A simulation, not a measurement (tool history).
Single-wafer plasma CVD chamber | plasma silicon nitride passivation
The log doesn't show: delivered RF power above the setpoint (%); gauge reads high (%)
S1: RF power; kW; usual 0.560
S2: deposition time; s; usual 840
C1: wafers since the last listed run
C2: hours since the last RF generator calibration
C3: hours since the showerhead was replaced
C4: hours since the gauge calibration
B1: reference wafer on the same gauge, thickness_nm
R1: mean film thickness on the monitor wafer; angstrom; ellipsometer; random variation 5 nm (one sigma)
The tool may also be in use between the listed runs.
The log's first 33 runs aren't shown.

run 34 day=18.046 | S1=0.560 S2=840 | C1=25 C2=21.6 C3=241.0 C4=159.1 | B1=1528.492 | R1=14204.20
run 35 day=18.621 | S1=0.560 S2=840 | C1=24 C2=35.4 C3=254.8 C4=172.9 | B1=1531.607 | R1=14184.19
run 36 day=19.921 | S1=0.630 S2=895 | C1=55 C2=66.6 C3=286.0 C4=204.1 | B1=1526.414 | R1=15770.99
run 37 day=20.671 | S1=0.595 S2=840 | C1=31 C2=84.6 C3=304.0 C4=222.1 | B1=1529.879 | R1=14519.60
run 38 day=21.071 | S1=0.560 S2=978 | C1=16 C2=94.2 C3=313.6 C4=231.7 | B1=1528.354 | R1=16653.16
run 39 day=21.562 | S1=0.465 S2=840 | C1=20 C2=106.0 C3=325.4 C4=243.5 | B1=1530.221 | R1=13430.46
run 40 day=22.017 | S1=0.590 S2=940 | C1=19 C2=116.9 C3=336.3 C4=254.4 | B1=1529.789 | R1=16207.52
run 41 day=22.696 | S1=0.560 S2=840 | C1=28 C2=133.2 C3=352.6 C4=270.7 | B1=1531.163 | R1=14105.37
run 42 day=23.146 | S1=0.600 S2=840 | C1=19 C2=144.0 C3=363.4 C4=281.5 | B1=1529.458 | R1=14422.44

5 ways to go on from here, each from the tool as it stands after run 42. What would each give?
run A day=23.171 | S1=0.560 S2=840 | C1=1 C2=144.6 C3=364.0 C4=282.1 | B1=? | R1=?
run B day=23.171 | S1=0.560 S2=934 | C1=1 C2=144.6 C3=364.0 C4=282.1 | B1=? | R1=?
run C day=23.171 | S1=0.480 S2=701 | C1=1 C2=144.6 C3=364.0 C4=282.1 | B1=? | R1=?
run D day=23.171 | S1=0.475 S2=710 | C1=1 C2=144.6 C3=364.0 C4=282.1 | B1=? | R1=?
run E day=23.171 | S1=0.590 S2=887 | C1=1 C2=144.6 C3=364.0 C4=282.1 | B1=? | R1=?

run=A B1=1531.327 R1=14240.60
run=B B1=1531.327 R1=15834.19
run=C B1=1531.327 R1=11333.26
run=D B1=1531.327 R1=11441.74
run=E B1=1531.327 R1=15280.33
Without the tool's hidden state the same runs would have given:
run=A R1=14289.95
run=B R1=15889.06
run=C R1=11372.53
run=D R1=11481.38
run=E R1=15333.27
